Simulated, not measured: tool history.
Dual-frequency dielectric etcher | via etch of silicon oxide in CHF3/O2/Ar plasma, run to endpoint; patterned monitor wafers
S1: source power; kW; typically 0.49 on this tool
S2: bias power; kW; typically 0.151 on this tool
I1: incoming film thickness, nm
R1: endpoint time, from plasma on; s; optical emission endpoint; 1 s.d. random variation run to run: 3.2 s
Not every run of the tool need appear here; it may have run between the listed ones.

run 1 hour=0 | S1=0.46 S2=0.151 | I1=740.4 | R1=453.8
run 2 hour=80.1 | S1=0.46 S2=0.151 | I1=743.5 | R1=446.6
run 3 hour=144.4 | S1=0.49 S2=0.151 | I1=736.5 | R1=430.3
run 4 hour=227.8 | S1=0.49 S2=0.151 | I1=737.6 | R1=427.5
run 5 hour=286.7 | S1=0.49 S2=0.159 | I1=741.8 | R1=421.1
run 6 hour=344.6 | S1=0.49 S2=0.129 | I1=732.8 | R1=440.4
run 7 hour=402 | S1=0.49 S2=0.129 | I1=734.6 | R1=443.1
-- hour=444.1 wet clean of the chamber
run 8 hour=479.5 | S1=0.49 S2=0.151 | I1=740.4 | R1=444.4
run 9 hour=562.4 | S1=0.49 S2=0.151 | I1=738.7 | R1=441.6
run 10 hour=647.9 | S1=0.49 S2=0.151 | I1=738.5 | R1=436.7
run 11 hour=722.5 | S1=0.49 S2=0.151 | I1=732.9 | R1=424.5
run 12 hour=801.6 | S1=0.49 S2=0.151 | I1=734.1 | R1=426.4
-- hour=839.4 wet clean of the chamber
run 13 hour=866.7 | S1=0.4 S2=0.151 | I1=736.4 | R1=464.6
run 14 hour=952.1 | S1=0.49 S2=0.136 | I1=736.1 | R1=445.1
-- hour=972.5 bias power generator calibrated
run 15 hour=1026.7 | S1=0.49 S2=0.151 | I1=733.8 | R1=423.9
run 16 hour=1076.4 | S1=0.52 S2=0.118 | I1=742.8 | R1=454.4
run 17 hour=1142.6 | S1=0.55 S2=0.184 | I1=730 | R1=381.4
run 18 hour=1187.7 | S1=0.53 S2=0.182 | I1=730.9 | R1=384.4
-- hour=1266.7 wet clean of the chamber
run 19 hour=1290.2 | S1=0.49 S2=0.151 | I1=738.6 | R1=433.5
run 20 hour=1337.9 | S1=0.4 S2=0.135 | I1=730.8 | R1=464.5
run 21 hour=1419.7 | S1=0.53 S2=0.171 | I1=740.3 | R1=405.2
run 22 hour=1480.6 | S1=0.55 S2=0.151 | I1=738.2 | R1=413.5
-- hour=1498.5 source power generator calibrated
-- hour=1523.4 upper electrode replaced, of another model than before
run 23 hour=1547.9 | S1=0.6 S2=0.118 | I1=738.5 | R1=439.5
run 24 hour=1594.1 | S1=0.43 S2=0.178 | I1=741.3 | R1=410.5
-- hour=1756.5 wet clean of the chamber
run 25 hour=1918.1 | S1=0.54 S2=0.132 | I1=732.4 | R1=442.6
run 26 hour=1954.4 | S1=0.42 S2=0.168 | I1=730.3 | R1=419.9
run 27 hour=1992.1 | S1=0.43 S2=0.127 | I1=744 | R1=469.2
run 28 hour=2045 | S1=0.49 S2=0.151 | I1=742 | R1=421.7
run 29 hour=2141.7 | S1=0.39 S2=0.13 | I1=736.9 | R1=461.7

4 options for the next run, each taken on its own from the tool as it stands now. Forecast them:
run A hour=2142.2 | S1=0.42 S2=0.151 | I1=735.5 | R1=?
run B hour=2142.2 | S1=0.58 S2=0.151 | I1=735.5 | R1=?
run C hour=2142.2 | S1=0.49 S2=0.176 | I1=735.5 | R1=?
run D hour=2142.2 | S1=0.43 S2=0.151 | I1=735.5 | R1=?

run=A R1=435.4
run=B R1=406.5
run=C R1=400.1
run=D R1=433.4
The same runs, with their run-to-run variation unchanged, on a tool lacking any hidden condition would have given:
run=A R1=454.4
run=B R1=424.2
run=C R1=417.6
run=D R1=452.3
